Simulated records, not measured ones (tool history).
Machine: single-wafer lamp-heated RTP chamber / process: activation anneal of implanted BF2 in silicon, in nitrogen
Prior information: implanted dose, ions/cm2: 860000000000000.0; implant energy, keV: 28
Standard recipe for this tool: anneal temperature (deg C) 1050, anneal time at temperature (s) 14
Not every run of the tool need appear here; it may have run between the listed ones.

| run | hour | anneal temperature (deg C) | anneal time at temperature (s) | wafers since the last listed run | wafers since the last pyrometer calibration | wafers since the reflector plate was cleaned | hours since the gauge calibration | read-back reference wafer on the same gauge, sheet resistance | sheet resistance of the implanted and annealed layer (ohm/square) |
|---|---|---|---|---|---|---|---|---|---|
| 1 | 0 | 1068 | 14 | 0 | 4710 | 1671 | 86.5 | 147.04 | 150.87 |
| 2 | 13.8 | 1050 | 14 | 333 | 5043 | 2004 | 100.3 | 146.97 | 155.92 |
| 3 | 30.5 | 1050 | 14 | 403 | 5446 | 2408 | 117 | 147.1 | 155.38 |
| 4 | 44.2 | 1050 | 18 | 330 | 5777 | 2738 | 130.7 | 146.91 | 153.12 |
| 5 | 55.2 | 1050 | 18 | 265 | 6043 | 3004 | 141.7 | 146.98 | 152.44 |
| 6 | 62.1 | 1050 | 18 | 166 | 6210 | 3171 | 148.6 | 147.01 | 152.26 |
|  | 79.4 | reflector plate cleaned |
| 7 | 79.9 | 1050 | 8 | 236 | 6446 | 10 | 166.4 | 146.94 | 161.19 |
|  | 88.9 | pyrometer window cleaned and pyrometer calibrated |
| 8 | 116.2 | 1050 | 8 | 683 | 658 | 694 | 202.7 | 147.12 | 163.54 |
| 9 | 128.8 | 1025 | 19 | 304 | 962 | 998 | 215.3 | 146.98 | 164.91 |
| 10 | 136.8 | 1050 | 14 | 193 | 1156 | 1191 | 223.3 | 146.93 | 158.66 |
| 11 | 147.5 | 1042 | 22 | 258 | 1414 | 1450 | 234 | 146.97 | 157.54 |
|  | 175.2 | gauge calibrated |
| 12 | 179.5 | 1020 | 19 | 772 | 2187 | 2222 | 4.3 | 147.05 | 164.35 |
| 13 | 192.5 | 1050 | 6 | 313 | 2501 | 2536 | 17.3 | 147.05 | 163.93 |
|  | 213.4 | reflector plate cleaned |
| 14 | 213.9 | 1050 | 18 | 323 | 2824 | 12 | 38.7 | 146.99 | 155.96 |
| 15 | 214.4 | 1037 | 14 | 12 | 2836 | 24 | 39.2 | 147.09 | 162.42 |
| 16 | 240.4 | 1021 | 18 | 627 | 3464 | 652 | 65.2 | 147.02 | 164.49 |
| 17 | 247 | 1025 | 17 | 159 | 3623 | 811 | 71.8 | 147.05 | 164.07 |

Forecast each of these 3 alternatives for the next run:
| A | 247.4 | 1050 | 7 | 9 | 3633 | 821 | 72.2 | ? | ? |
| B | 247.4 | 1033 | 7 | 9 | 3633 | 821 | 72.2 | ? | ? |
| C | 247.4 | 1050 | 19 | 9 | 3633 | 821 | 72.2 | ? | ? |

| run | read-back reference wafer on the same gauge, sheet resistance | sheet resistance of the implanted and annealed layer (ohm/square) |
|---|---|---|
| A | 146.93 | 162.93 |
| B | 146.93 | 169.42 |
| C | 146.93 | 154.04 |
Had the tool no hidden state, the same runs would have come out as:
| run | sheet resistance of the implanted and annealed layer (ohm/square) |
|---|---|
| A | 166.81 |
| B | 174.39 |
| C | 157.48 |

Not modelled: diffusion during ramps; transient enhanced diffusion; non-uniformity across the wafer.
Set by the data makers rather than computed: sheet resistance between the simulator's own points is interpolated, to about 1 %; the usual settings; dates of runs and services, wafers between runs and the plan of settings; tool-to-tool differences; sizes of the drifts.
